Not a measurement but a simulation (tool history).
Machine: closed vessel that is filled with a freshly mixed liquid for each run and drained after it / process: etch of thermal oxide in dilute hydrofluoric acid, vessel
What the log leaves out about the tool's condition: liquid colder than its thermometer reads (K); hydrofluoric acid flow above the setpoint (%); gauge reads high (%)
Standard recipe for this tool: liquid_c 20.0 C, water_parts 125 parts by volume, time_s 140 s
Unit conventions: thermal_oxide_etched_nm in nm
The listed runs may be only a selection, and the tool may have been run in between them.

run    hour  liquid_c  water_parts  time_s  wafers since the last listed run  hours since the thermometer was replaced  hours since the hydrofluoric acid flow meter was replaced  hours since the gauge calibration  read-back film thickness of the thermal oxide reference wafer, read on the same gauge (nm)  thermal_oxide_etched_nm
  1     0.0      20.0          125     140                                 0                                     729.0                                                      122.1                              114.6                                                                                     119.987                    4.324
  2   106.9      20.0          125     140                              7395                                     835.9                                                      229.0                              221.5                                                                                     120.005                    4.398
  3   300.8      21.5          145     140                             13414                                    1029.8                                                      422.9                              415.4                                                                                     119.989                    3.893
  4   370.7      21.5          145     140                              4835                                    1099.7                                                      492.8                              485.3                                                                                     119.994                    3.919
  5   446.2      20.0          170     140                              5223                                    1175.2                                                      568.3                              560.8                                                                                     119.979                    3.041
  6   536.4      20.0          125     140                              6240                                    1265.4                                                      658.5                              651.0                                                                                     119.996                    4.405
  7   599.5      20.0          125     140                              4365                                    1328.5                                                      721.6                              714.1                                                                                     119.994                    4.356
  8   654.0      20.0           75     140                              3770                                    1383.0                                                      776.1                              768.6                                                                                     120.018                    7.620
  9   737.7      20.0           75     140                              5790                                    1466.7                                                      859.8                              852.3                                                                                     119.977                    7.660
      805.6  -- hydrofluoric acid flow meter replaced
 10   810.8      18.5          125     105                              4987                                    1539.8                                                        5.2                              925.4                                                                                     120.006                    3.071
 11   854.3      20.0          125     140                              3009                                    1583.3                                                       48.7                              968.9                                                                                     119.990                    4.333
 12   897.1      20.0          125      75                              2960                                    1626.1                                                       91.5                             1011.7                                                                                     119.999                    2.338
 13   975.5      17.0          170     100                              5423                                    1704.5                                                      169.9                             1090.1                                                                                     120.019                    1.939
      998.8  -- thermometer replaced
     1002.4  -- gauge calibrated
 14  1023.6      20.0          125     140                              3258                                      24.8                                                      218.0                               21.2                                                                                     120.027                    4.367
 15  1088.3      20.0          125      75                              4476                                      89.5                                                      282.7                               85.9                                                                                     119.999                    2.321
 16  1131.2      20.0           70     140                              2967                                     132.4                                                      325.6                              128.8                                                                                     120.012                    8.363
 17  1220.8      17.5          125      95                              6198                                     222.0                                                      415.2                              218.4                                                                                     119.993                    2.668
 18  1279.9      17.0          105     200                              4088                                     281.1                                                      474.3                              277.5                                                                                     120.021                    6.626

List, for all runs, the conditions of the tool that the log does not record:
liquid colder than its thermometer reads (K): 0 across all the runs
hydrofluoric acid flow above the setpoint (%): 0 across all the runs
gauge reads high (%): 0 across all the runs
